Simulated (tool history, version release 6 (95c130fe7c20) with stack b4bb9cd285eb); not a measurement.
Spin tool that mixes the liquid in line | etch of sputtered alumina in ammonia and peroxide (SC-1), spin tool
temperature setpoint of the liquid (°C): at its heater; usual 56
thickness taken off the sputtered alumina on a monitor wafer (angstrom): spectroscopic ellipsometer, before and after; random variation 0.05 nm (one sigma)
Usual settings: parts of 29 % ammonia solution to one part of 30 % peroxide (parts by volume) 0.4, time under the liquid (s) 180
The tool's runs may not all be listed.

run,day,temperature setpoint of the liquid (°C),parts of 29 % ammonia solution to one part of 30 % peroxide (parts by volume),time under the liquid (s),"read-back film thickness of the sputtered alumina reference wafer, read on the same gauge (nm)",thickness taken off the sputtered alumina on a monitor wafer (angstrom)
1,0,56,0.4,210,71.55,127.7
2,2.479,56,0.4,210,71.71,128.6
3,4.638,56,0.4,180,71.83,111.1
4,7.029,56,0.4,180,71.95,110.2
5,9.979,56,0.4,180,72.11,111.3
6,11.8,56,0.4,180,72.23,110.7
7,13.829,56,0.4,180,72.41,111.6
8,22.425,56,0.4,180,70.23,108.1
9,25.262,56,0.45,250,70.24,151.7
10,27.412,49.5,0.4,100,70.26,42.4
11,29.942,59.5,0.35,280,70.28,198.3
12,31.521,56,0.4,180,70.3,108.7
13,34.375,56,0.4,180,70.33,107.8
14,40.929,58,0.5,180,70.48,122.9
15,43.758,56,0.4,180,70.52,108.3
16,49.833,62.5,0.4,210,70.69,178
17,51.908,56,0.3,75,70.75,44.4
18,54.875,52,0.35,250,70.84,120.7
19,56.542,56,0.3,75,70.9,44.5
20,57.862,56,0.4,180,70.96,108.9
21,59.333,56,0.25,180,71.01,104.5
22,61.162,56,0.4,180,71.07,109.6
23,63.15,64,0.4,80,71.17,74.1
24,65.792,59,0.5,180,71.27,131.7
25,66.983,65.5,0.45,145,71.35,146

Not shown: 6 entries that the log had between the listed runs. Between which runs, and how does the tool's hidden state differ before and after?
Between runs 5 and 6: new drum of ammonia solution connected (day 10.096)
  gauge reads high (%): 3.05 -> 3.22
  measured less the result without the state, thickness taken off the sputtered alumina on a monitor wafer (angstrom): +3.3 -> +3.4
Between runs 7 and 8: gauge calibrated (day 18.883)
  gauge reads high (%): 3.41 -> 0.325
  measured less the result without the state, thickness taken off the sputtered alumina on a monitor wafer (angstrom): +3.7 -> +0.3
Between runs 14 and 15: ammonia flow meter replaced (day 41.558); heated supply line repaired (day 43.638)
  gauge reads high (%): 0.651 -> 0.742
  measured less the result without the state, thickness taken off the sputtered alumina on a monitor wafer (angstrom): +0.8 -> +0.8
Between runs 15 and 16: thermometer replaced (day 48.208)
  gauge reads high (%): 0.742 -> 0.976
  measured less the result without the state, thickness taken off the sputtered alumina on a monitor wafer (angstrom): +0.8 -> +1.7
Between runs 17 and 18: new drum of ammonia solution connected (day 52.858)
  gauge reads high (%): 1.07 -> 1.21
  measured less the result without the state, thickness taken off the sputtered alumina on a monitor wafer (angstrom): +0.5 -> +1.4
